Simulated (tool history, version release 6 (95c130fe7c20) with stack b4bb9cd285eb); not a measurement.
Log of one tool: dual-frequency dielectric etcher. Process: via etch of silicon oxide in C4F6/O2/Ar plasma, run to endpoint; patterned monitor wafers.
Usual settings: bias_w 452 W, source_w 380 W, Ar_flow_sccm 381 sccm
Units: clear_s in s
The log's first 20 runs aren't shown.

run	hour	bias_w	source_w	Ar_flow_sccm	wafers since the last listed run	hours since the last wet clean	hours since the last bias power generator calibration	hours since the last source power generator calibration	hours since the last Ar flow controller change	hours since the last upper electrode change	incoming incoming film thickness, nm	clear_s
# hour 578.5: Ar flow controller replaced
# hour 589: wet clean of the chamber
21	589.5	391	380	381	335	0.5	176.2	64.6	11	347.1	139.2	32.7
22	589.9	554	460	330	4	0.9	176.6	65	11.4	347.5	139.2	26.8
23	609.5	452	470	381	207	20.5	196.2	84.6	31	367.1	138.9	29.2
24	625.3	397	380	381	166	36.3	212	100.4	46.8	382.9	138.5	32.5
25	647.3	489	420	291	232	58.3	234	122.4	68.8	404.9	140.3	29
26	674.5	538	380	335	287	85.5	261.2	149.6	96	432.1	139.5	29.4
27	703.5	452	380	381	306	114.5	290.2	178.6	125	461.1	138.7	31.2
28	725.3	452	350	381	230	136.3	312	200.4	146.8	482.9	140.5	33.1
29	760.6	452	380	381	373	171.6	347.3	235.7	182.1	518.2	138.3	31.7
30	783.4	382	380	470	240	194.4	370.1	258.5	204.9	541	139.9	34.2

Forecast each of these 3 alternatives for the next run:
A	783.8	452	380	381	4	194.8	370.5	258.9	205.3	541.4	138.9	?
B	783.8	517	410	444	4	194.8	370.5	258.9	205.3	541.4	138.9	?
C	783.8	515	470	421	4	194.8	370.5	258.9	205.3	541.4	138.9	?

run	clear_s
A	31.9
B	30.1
C	28.4
Without the tool's hidden state the same runs would have given:
run	clear_s
A	31.9
B	30.1
C	28.4
